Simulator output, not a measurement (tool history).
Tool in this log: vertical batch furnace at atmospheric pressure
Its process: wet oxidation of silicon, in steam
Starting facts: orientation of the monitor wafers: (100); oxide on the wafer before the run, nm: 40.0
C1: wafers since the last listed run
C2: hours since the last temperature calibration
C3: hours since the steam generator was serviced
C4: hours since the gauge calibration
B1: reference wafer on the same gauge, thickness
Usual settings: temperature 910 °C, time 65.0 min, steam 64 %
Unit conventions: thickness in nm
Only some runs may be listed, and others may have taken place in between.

Run 1, hour 0.0: usual settings but time 85.0 min; C1 0; C2 4506.5; C3 1813.7; C4 194.9; B1 157.07. Result: thickness 190.79 nm.
Run 2, hour 19.8: usual settings but time 85.0 min; C1 401; C2 4526.3; C3 1833.5; C4 214.7; B1 156.80. Result: thickness 191.71 nm.
Run 3, hour 33.3: usual settings but time 85.0 min; C1 273; C2 4539.8; C3 1847.0; C4 228.2; B1 156.99. Result: thickness 190.96 nm.
Run 4, hour 51.9: usual settings; C1 376; C2 4558.4; C3 1865.6; C4 246.8; B1 156.79. Result: thickness 158.79 nm.
Run 5, hour 84.1: usual settings but temperature 894 °C, time 89.0 min; C1 652; C2 4590.6; C3 1897.8; C4 279.0; B1 157.00. Result: thickness 165.59 nm.
Run 6, hour 112.2: usual settings but temperature 894 °C, time 89.0 min; C1 569; C2 4618.7; C3 1925.9; C4 307.1; B1 156.91. Result: thickness 165.67 nm.
Run 7, hour 130.5: usual settings but temperature 894 °C, time 89.0 min; C1 370; C2 4637.0; C3 1944.2; C4 325.4; B1 157.18. Result: thickness 166.42 nm.
Run 8, hour 166.3: usual settings but temperature 892 °C, time 53.0 min; C1 725; C2 4672.8; C3 1980.0; C4 361.2; B1 156.96. Result: thickness 115.13 nm.
At hour 208.6: thermocouples replaced and temperature profile calibrated.
Run 9, hour 209.1: usual settings but steam 53 %; C1 380; C2 0.5; C3 2022.8; C4 404.0; B1 156.87. Result: thickness 139.15 nm.
Run 10, hour 225.5: usual settings but temperature 932 °C, time 85.5 min, steam 76 %; C1 332; C2 16.9; C3 2039.2; C4 420.4; B1 157.05. Result: thickness 264.25 nm.
Run 11, hour 261.3: usual settings but time 54.5 min; C1 725; C2 52.7; C3 2075.0; C4 456.2; B1 157.12. Result: thickness 140.59 nm.
Run 12, hour 275.7: usual settings but temperature 918 °C, time 77.5 min; C1 291; C2 67.1; C3 2089.4; C4 470.6; B1 157.04. Result: thickness 192.18 nm.
At hour 288.1: gauge calibrated.
At hour 308.1: steam generator serviced.
Run 13, hour 319.0: usual settings; C1 391; C2 110.4; C3 10.9; C4 30.9; B1 157.12. Result: thickness 157.77 nm.
Run 14, hour 342.6: usual settings; C1 478; C2 134.0; C3 34.5; C4 54.5; B1 157.13. Result: thickness 158.36 nm.
Run 15, hour 365.0: usual settings but temperature 935 °C, steam 68 %; C1 453; C2 156.4; C3 56.9; C4 76.9; B1 157.07. Result: thickness 206.61 nm.
Run 16, hour 399.7: usual settings; C1 703; C2 191.1; C3 91.6; C4 111.6; B1 156.86. Result: thickness 157.92 nm.
Run 17, hour 427.5: usual settings but steam 60 %; C1 563; C2 218.9; C3 119.4; C4 139.4; B1 156.91. Result: thickness 151.22 nm.

Consider 3 possible next runs. They are alternatives, not a sequence: every one starts from the tool as it was left by run 17. What does each give?
Run A, hour 432.0: usual settings; C1 91; C2 223.4; C3 123.9; C4 143.9; B1 ?. Result: thickness ?.
Run B, hour 432.0: usual settings but temperature 935 °C, time 55.0 min, steam 61 %; C1 91; C2 223.4; C3 123.9; C4 143.9; B1 ?. Result: thickness ?.
Run C, hour 432.0: usual settings but temperature 930 °C, time 45.5 min; C1 91; C2 223.4; C3 123.9; C4 143.9; B1 ?. Result: thickness ?.

run      B1  thickness
  A  156.97     158.59
  B  156.97     170.79
  C  156.97     148.77
What these runs would have given with no unlogged condition in the tool:
run  thickness
  A     158.59
  B     170.79
  C     148.77
